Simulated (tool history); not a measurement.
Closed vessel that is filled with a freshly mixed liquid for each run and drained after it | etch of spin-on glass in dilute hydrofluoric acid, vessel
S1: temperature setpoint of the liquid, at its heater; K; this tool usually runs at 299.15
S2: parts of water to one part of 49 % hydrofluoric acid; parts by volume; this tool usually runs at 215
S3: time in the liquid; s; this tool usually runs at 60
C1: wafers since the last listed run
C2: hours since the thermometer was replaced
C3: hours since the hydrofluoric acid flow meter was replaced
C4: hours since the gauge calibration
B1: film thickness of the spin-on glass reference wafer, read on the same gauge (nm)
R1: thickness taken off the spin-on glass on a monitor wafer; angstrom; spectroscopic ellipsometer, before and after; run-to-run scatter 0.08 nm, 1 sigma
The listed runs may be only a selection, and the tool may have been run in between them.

run,hour,S1,S2,S3,C1,C2,C3,C4,B1,R1
1,0,299.15,175,50,0,1231.5,2155,241.3,70.01,161.9
2,28.7,299.15,215,60,3215,1260.2,2183.7,270,70.03,152.5
3,43.6,299.15,215,60,1669,1275.1,2198.6,284.9,70.03,150.3
4,65.1,299.15,215,60,2408,1296.6,2220.1,306.4,70.04,152.5
5,90.1,299.15,215,60,2801,1321.6,2245.1,331.4,69.99,153.1
6,112.5,299.15,215,60,2509,1344,2267.5,353.8,70.01,151.7
7,141.5,299.15,145,60,3249,1373,2296.5,382.8,70,240.4
8,171.4,299.15,145,60,3350,1402.9,2326.4,412.7,70.03,243.9
9,186.6,296.65,215,60,1703,1418.1,2341.6,427.9,69.96,138.4
# hour 194.1: gauge calibrated
10,218.8,299.15,215,60,3607,1450.3,2373.8,24.7,69.96,153.3
# hour 225.6: thermometer replaced
11,253,299.15,290,80,3719,27.4,2408,58.9,69.95,150.8
12,284.4,299.15,290,80,3518,58.8,2439.4,90.3,69.99,150.7
13,301.9,296.15,260,60,1960,76.3,2456.9,107.8,69.98,116
# hour 324.6: hydrofluoric acid flow meter replaced
14,336.2,299.15,215,60,3730,110.6,11.6,142.1,70.04,140.6
15,353.3,299.15,175,60,1915,127.7,28.7,159.2,69.99,181.7
16,365.9,299.15,215,60,1411,140.3,41.3,171.8,70.03,141.2
17,391.3,303.15,285,35,2845,165.7,66.7,197.2,70.01,65.1
18,421.2,299.15,215,60,3350,195.6,96.6,227.1,69.98,140
19,438.2,299.15,175,50,1904,212.6,113.6,244.1,70,151.3
20,451.7,299.15,215,35,1512,226.1,127.1,257.6,69.98,82.1
21,485.6,303.65,180,60,3798,260,161,291.5,69.97,204.7
22,515.2,302.65,165,90,3316,289.6,190.6,321.1,69.99,330.6
23,534.8,299.15,215,60,2196,309.2,210.2,340.7,69.97,139.7
24,557.3,300.65,300,85,2520,331.7,232.7,363.2,70.04,138.3

Pick out some run-to-run changes in R1. Of each, how much would a tool without hidden state show as well, from the settings, what came in and chance, and how much is left for the hidden state and any gauge scatter not in both results compared?
What the log doesn't record here: liquid colder than its thermometer reads (K); hydrofluoric acid flow above the setpoint (%); gauge reads high (%).
Run 10 -> 11: S2 215 -> 290, S3 60 -> 80, thermometer replaced. R1 -2.5 angstrom: hidden state +10.6, all else -13.1.
Run 13 -> 14: S1 296.15 -> 299.15, S2 260 -> 215, hydrofluoric acid flow meter replaced. R1 +24.6 angstrom: hidden state -16.9, all else +41.5.
Run 21 -> 22: S1 303.65 -> 302.65, S2 180 -> 165, S3 60 -> 90. R1 +125.9 angstrom: hidden state +0.5, all else +125.4.
Run 22 -> 23: S1 302.65 -> 299.15, S2 165 -> 215, S3 90 -> 60. R1 -190.9 angstrom: hidden state -0.6, all else -190.3.
